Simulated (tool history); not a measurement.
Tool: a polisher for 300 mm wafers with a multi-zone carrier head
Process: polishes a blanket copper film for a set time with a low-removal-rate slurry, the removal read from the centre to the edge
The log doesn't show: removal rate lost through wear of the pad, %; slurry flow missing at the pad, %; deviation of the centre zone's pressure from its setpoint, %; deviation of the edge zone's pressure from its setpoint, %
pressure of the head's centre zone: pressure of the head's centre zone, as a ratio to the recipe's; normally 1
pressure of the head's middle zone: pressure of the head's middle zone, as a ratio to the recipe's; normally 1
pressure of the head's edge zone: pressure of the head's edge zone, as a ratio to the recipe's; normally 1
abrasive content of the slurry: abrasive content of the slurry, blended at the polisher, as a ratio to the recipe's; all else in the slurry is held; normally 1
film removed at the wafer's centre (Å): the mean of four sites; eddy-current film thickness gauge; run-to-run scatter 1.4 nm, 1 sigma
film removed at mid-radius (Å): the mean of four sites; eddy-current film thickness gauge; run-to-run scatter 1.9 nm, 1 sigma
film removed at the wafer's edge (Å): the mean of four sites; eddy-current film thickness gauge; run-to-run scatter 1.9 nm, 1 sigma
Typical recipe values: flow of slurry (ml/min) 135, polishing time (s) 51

run   hour  flow of slurry (ml/min)  pressure of the head's centre zone  pressure of the head's middle zone  pressure of the head's edge zone  abrasive content of the slurry  polishing time (s)  wafers since the last listed run  wafers polished on this pad  hours since the slurry nozzle was cleaned  hours since the centre zone pressure was calibrated  hours since the edge zone pressure was calibrated  hours since the carrier head's membrane was replaced  incoming thickness of the incoming film, nm  film removed at the wafer's centre (Å)  film removed at mid-radius (Å)  film removed at the wafer's edge (Å)
  1      0                      135                                0.93                                   1                                 1                               1                  51                                 0                           59                                      530.8                                                261.3                                              892.8                                                   0.5                                       1237.2                                    1212                            1303                                  1293
  2   10.6                      135                                0.93                                   1                                 1                               1                  51                                65                          125                                      541.4                                                271.9                                              903.4                                                  11.1                                       1224.2                                    1214                            1291                                  1288
  3   21.3                      135                                   1                                1.06                                 1                               1                  51                                66                          191                                      552.1                                                282.6                                              914.1                                                  21.8                                       1245.4                                    1282                            1384                                  1264
      29.6  -- centre zone pressure recalibrated
      33.3  -- edge zone pressure recalibrated
  4   33.8                      135                                   1                                1.06                                 1                               1                  51                                52                          244                                      564.6                                                  4.2                                                0.5                                                  34.3                                       1228.7                                    1277                            1330                                  1249
  5   72.3                      135                                   1                                1.12                              1.11                               1                  65                               238                          483                                      603.1                                                 42.7                                                 39                                                  72.8                                       1221.3                                    1608                            1757                                  1659
  6   84.1                      110                                   1                                   1                                 1                            0.75                  51                                73                          556                                      614.9                                                 54.5                                               50.8                                                  84.6                                       1241.2                                    1154                            1166                                  1163
  7  101.7                      135                                   1                                   1                                 1                               1                  51                               109                          665                                      632.5                                                 72.1                                               68.4                                                 102.2                                       1213.6                                    1275                            1258                                  1276
  8  109.1                      135                                0.94                                   1                                 1                            0.85                  51                                45                          711                                      639.9                                                 79.5                                               75.8                                                 109.6                                       1249.2                                    1148                            1232                                  1217
  9  125.7                      150                                   1                                0.93                                 1                            0.75                  34                               103                          814                                      656.5                                                 96.1                                               92.4                                                 126.2                                       1254.7                                     814                             793                                   799
 10  138.5                      120                                   1                                0.91                              0.96                               1                  61                                79                          894                                      669.3                                                108.9                                              105.2                                                   139                                         1234                                    1458                            1392                                  1466
 11  149.1                      135                                   1                                 0.9                                 1                            1.15                  51                                65                          960                                      679.9                                                119.5                                              115.8                                                 149.6                                       1240.8                                    1268                            1195                                  1299
 12    157                      175                                   1                                   1                                 1                             1.1                  51                                49                         1009                                      687.8                                                127.4                                              123.7                                                 157.5                                       1224.5                                    1291                            1320                                  1308
 13  172.4                      135                                   1                                   1                                 1                               1                  51                                95                         1104                                      703.2                                                142.8                                              139.1                                                 172.9                                         1260                                    1205                            1254                                  1232
 14  185.4                      135                                0.96                                   1                                 1                               1                  42                                80                         1185                                      716.2                                                155.8                                              152.1                                                 185.9                                       1234.9                                     974                            1032                                  1034
       199  -- slurry nozzle cleaned
 15  202.3                      135                                   1                                   1                                 1                               1                  51                                98                         1283                                        3.3                                                172.7                                                169                                                 202.8                                       1222.4                                    1341                            1321                                  1280
 16    212                      180                                   1                                   1                                 1                               1                  60                                60                         1344                                         13                                                182.4                                              178.7                                                 212.5                                         1237                                    1652                            1644                                  1594
     222.1  -- worn pad replaced by a new one
 17  228.2                      135                                   1                                 1.1                              0.89                            0.75                  51                                75                           37                                       29.2                                                198.6                                              194.9                                                 228.7                                       1242.9                                    1277                            1386                                  1222
 18  237.6                      135                                   1                                   1                                 1                               1                  51                                58                           95                                       38.6                                                  208                                              204.3                                                 238.1                                         1244                                    1361                            1346                                  1302

Expected results for the next run?
 19  251.4                      135                                   1                                   1                                 1                               1                  51                                85                          181                                       52.4                                                221.8                                              218.1                                                 251.9                                       1222.1                                       ?                               ?                                     ?

{"run 19": {"film removed at the wafer's centre (Å)": 1339, "film removed at mid-radius (Å)": 1320, "film removed at the wafer's edge (Å)": 1298}}
Take away the tool's hidden state, keep the run-to-run variation as it was, and the same run would have given film removed at the wafer's centre (Å) 1347, film removed at mid-radius (Å) 1327, film removed at the wafer's edge (Å) 1302.
